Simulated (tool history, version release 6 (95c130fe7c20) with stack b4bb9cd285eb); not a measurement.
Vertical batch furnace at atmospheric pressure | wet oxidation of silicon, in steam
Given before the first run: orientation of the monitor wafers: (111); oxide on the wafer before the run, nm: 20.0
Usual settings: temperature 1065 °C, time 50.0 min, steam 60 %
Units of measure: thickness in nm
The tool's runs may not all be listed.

run     day  temperature  time  steam  wafers since the last listed run  hours since the last temperature calibration  hours since the steam generator was serviced  hours since the gauge calibration  read-back reference wafer on the same gauge, thickness  thickness
  1   0.000         1047  35.5     60                                 0                                        3314.7                                         701.0                             1754.1                                                  461.22     316.08
  2   3.021         1047  35.5     60                               542                                        3387.2                                         773.5                             1826.6                                                  460.99     314.34
  3   5.367         1065  50.0     60                               421                                        3443.5                                         829.8                             1882.9                                                  460.83     415.36
  4   9.667         1065  50.0     60                               772                                        3546.7                                         933.0                             1986.1                                                  460.65     417.16
  5  14.125         1065  50.0     60                               800                                        3653.7                                        1040.0                             2093.1                                                  461.43     414.63
  6  17.275         1065  50.0     66                               565                                        3729.3                                        1115.6                             2168.7                                                  460.89     437.01
  7  21.433         1065  50.0     66                               746                                        3829.1                                        1215.4                             2268.5                                                  461.19     437.94
  8  24.558         1065  50.0     66                               561                                        3904.1                                        1290.4                             2343.5                                                  461.08     434.61
  9  26.258         1046  35.0     60                               305                                        3944.9                                        1331.2                             2384.3                                                  461.20     309.52
 10  30.446         1046  35.0     60                               752                                        4045.4                                        1431.7                             2484.8                                                  461.01     309.41
     32.075  -- steam generator serviced
 11  33.004         1065  50.0     54                               279                                        4106.8                                          22.3                             2546.2                                                  460.69     400.12
 12  36.229         1065  50.0     54                               579                                        4184.2                                          99.7                             2623.6                                                  460.83     397.71
 13  39.279         1065  50.0     64                               547                                        4257.4                                         172.9                             2696.8                                                  461.23     436.43
     41.454  -- thermocouples replaced and temperature profile calibrated
 14  41.475         1065  50.0     64                               214                                           0.5                                         225.6                             2749.5                                                  460.84     437.23
     45.688  -- gauge calibrated
 15  48.450         1058  42.0     66                              1252                                         167.9                                         393.0                               66.3                                                  461.22     389.99
 16  51.104         1065  35.0     60                               476                                         231.6                                         456.7                              130.0                                                  461.07     341.98
 17  53.683         1065  50.0     54                               463                                         293.5                                         518.6                              191.9                                                  461.03     391.33
 18  55.608         1065  31.5     64                               345                                         339.7                                         564.8                              238.1                                                  461.02     332.39
 19  59.212         1065  50.0     60                               647                                         426.2                                         651.3                              324.6                                                  460.80     415.39
 20  62.175         1065  50.0     53                               532                                         497.3                                         722.4                              395.7                                                  461.05     388.31
 21  65.642         1065  31.5     64                               622                                         580.5                                         805.6                              478.9                                                  461.20     331.75
 22  67.967         1065  31.5     64                               417                                         636.3                                         861.4                              534.7                                                  461.26     330.62
 23  70.517         1053  50.0     60                               458                                         697.5                                         922.6                              595.9                                                  460.72     394.50
 24  72.204         1065  50.0     63                               303                                         738.0                                         963.1                              636.4                                                  460.99     426.88
 25  74.775         1065  71.5     60                               461                                         799.7                                        1024.8                              698.1                                                  461.01     505.97
 26  77.729         1077  41.5     56                               530                                         870.6                                        1095.7                              769.0                                                  461.05     378.56
 27  85.779         1065  50.0     60                              1445                                        1063.8                                        1288.9                              962.2                                                  460.89     415.64
 28  87.446         1049  40.0     67                               299                                        1103.8                                        1328.9                             1002.2                                                  460.83     360.82
 29  90.621         1065  71.0     69                               570                                        1180.0                                        1405.1                             1078.4                                                  460.97     544.97

Each row is a separate what-if for the run after 29, all from the same tool condition, not one after another. Results?
  A  90.846         1065  28.0     60                                40                                        1185.4                                        1410.5                             1083.8                                                       ?          ?
  B  90.846         1057  63.0     67                                40                                        1185.4                                        1410.5                             1083.8                                                       ?          ?
  C  90.846         1084  63.5     60                                40                                        1185.4                                        1410.5                             1083.8                                                       ?          ?
  D  90.846         1085  73.0     57                                40                                        1185.4                                        1410.5                             1083.8                                                       ?          ?

run  read-back reference wafer on the same gauge, thickness  thickness
  A                                                  461.01     297.69
  B                                                  461.01     486.80
  C                                                  461.01     511.74
  D                                                  461.01     538.92
The same runs, with their run-to-run variation unchanged, on a tool lacking any hidden condition would have given:
run  thickness
  A     305.21
  B     498.67
  C     523.86
  D     551.64
